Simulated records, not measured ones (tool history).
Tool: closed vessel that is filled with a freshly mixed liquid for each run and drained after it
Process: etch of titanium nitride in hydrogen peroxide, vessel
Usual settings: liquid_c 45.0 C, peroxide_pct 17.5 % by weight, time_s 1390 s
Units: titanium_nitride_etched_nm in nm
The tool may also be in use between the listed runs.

run,day,liquid_c,peroxide_pct,time_s,"read-back film thickness of the titanium nitride reference wafer, read on the same gauge (nm)",titanium_nitride_etched_nm
1,0.000,45.0,18.5,1390,89.96,41.47
# day 1.729: gauge calibrated
2,2.150,45.0,17.5,1390,89.98,40.60
3,3.433,45.0,17.5,1390,89.97,40.34
4,4.746,45.0,17.5,1390,90.03,41.20
5,7.625,40.0,17.5,1390,89.97,27.72
6,10.175,45.0,17.5,1390,90.01,40.39
7,12.675,48.5,16.0,1390,90.00,51.70
8,13.925,45.0,17.5,1390,89.98,40.83
9,16.008,45.0,22.0,1390,90.01,42.41
10,17.150,49.0,19.0,2215,89.98,87.95
11,18.562,45.0,15.0,1795,90.00,50.80
# day 20.838: thermometer replaced
12,20.921,38.5,20.0,1730,89.99,31.39
# day 21.783: new drum of peroxide connected
13,22.358,38.5,20.5,1700,90.02,30.67
14,23.579,35.0,17.5,1390,89.97,18.68
15,25.146,45.0,15.0,1390,89.97,39.34
16,27.171,54.5,21.5,750,90.01,44.59
17,28.875,50.5,19.5,860,90.01,38.11
18,30.688,49.0,13.0,1390,90.00,50.46
19,31.867,45.0,17.5,1390,90.05,40.02
20,33.062,45.0,17.5,1390,90.01,40.15
21,35.571,40.5,17.5,1920,90.00,38.53
22,37.283,45.0,22.0,1975,90.00,59.47
# day 38.412: peroxide flow meter replaced
23,38.725,53.0,14.5,1970,89.99,100.26
24,40.525,42.5,12.5,1850,90.00,42.10
25,41.546,42.5,14.5,1390,90.00,33.07
# day 41.950: new drum of peroxide connected
26,44.333,45.0,17.5,1390,90.02,41.02
27,46.771,36.0,17.5,1390,89.98,20.72
28,49.317,45.0,17.5,1390,90.03,41.29
29,51.950,45.0,17.5,1390,90.01,40.76

Forecast each of these 4 alternatives for the next run:
A,51.992,45.0,17.5,570,?,?
B,51.992,45.0,17.5,990,?,?
C,51.992,37.5,20.0,1390,?,?
D,51.992,39.0,15.0,1875,?,?

run,"read-back film thickness of the titanium nitride reference wafer, read on the same gauge (nm)",titanium_nitride_etched_nm
A,89.99,16.81
B,89.99,29.20
C,89.99,23.80
D,89.99,33.94
Without the tool's hidden state the same runs would have given:
run,titanium_nitride_etched_nm
A,16.97
B,29.47
C,24.02
D,34.25

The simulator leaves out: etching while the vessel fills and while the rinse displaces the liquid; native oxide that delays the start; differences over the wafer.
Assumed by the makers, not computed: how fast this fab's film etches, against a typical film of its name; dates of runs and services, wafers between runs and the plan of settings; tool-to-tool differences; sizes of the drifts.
